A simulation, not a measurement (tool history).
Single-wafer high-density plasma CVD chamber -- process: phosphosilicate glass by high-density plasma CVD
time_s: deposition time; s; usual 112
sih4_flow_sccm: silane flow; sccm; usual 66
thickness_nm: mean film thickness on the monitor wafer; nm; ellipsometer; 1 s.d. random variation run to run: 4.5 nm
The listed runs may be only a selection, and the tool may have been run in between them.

run,hour,time_s,sih4_flow_sccm,wafers since the last listed run,hours since the silane flow controller was replaced,hours since the gauge calibration,"read-back reference wafer on the same gauge, thickness_nm",thickness_nm
1,0,112,66,0,3991.6,305.1,725.224,745.383
2,22,112,66,288,4013.6,327.1,725.892,744.612
3,49,112,66,354,4040.6,354.1,725.498,753.072
4,129.9,112,66,1060,4121.5,435,725.311,751.832
5,160.4,112,66,399,4152,465.5,726.25,753.706
6,181,112,66,270,4172.6,486.1,726.331,746.703
7,240.3,112,66,777,4231.9,545.4,725.662,748.67
8,256.1,112,66,207,4247.7,561.2,726.087,745.058
9,279.3,106,66,304,4270.9,584.4,725.62,713.187
10,295.9,106,66,217,4287.5,601,725.199,700.926
11,309.8,112,66,182,4301.4,614.9,725.964,747.261
12,343.6,112,66,443,4335.2,648.7,727.033,737.527
13,358.4,112,66,194,4350,663.5,726.99,752.138
14,463.8,112,66,1382,4455.4,768.9,724.667,749.645
15,481.8,112,66,236,4473.4,786.9,726.786,746.192
16,506.9,112,66,329,4498.5,812,725.708,751.816
17,529.4,112,66,295,4521,834.5,725.221,750.177
18,564.2,112,66,456,4555.8,869.3,726.012,746.287
19,584.8,112,66,270,4576.4,889.9,726.91,743.965
20,619.2,124,66,451,4610.8,924.3,726.06,825.944
21,649.9,112,61,402,4641.5,955,726.865,690.213
22,676.2,112,61,344,4667.8,981.3,726.202,686.604
23,691.9,102,66,205,4683.5,997,726.956,678.079
24,716.3,124,77,319,4707.9,1021.4,726.393,967.023
25,734.5,105,78,238,4726.1,1039.6,726.389,816.415
26,763.9,105,58,385,4755.5,1069,725.65,619.642

Run 27 comes next. What will it give?
27,798.2,132,66,449,4789.8,1103.3,?,?

Run 27 yielded read-back reference wafer on the same gauge, thickness_nm 725.66, thickness_nm 878.561 nm.
With no hidden state in the tool, this same run would have given thickness_nm 878.561 nm.
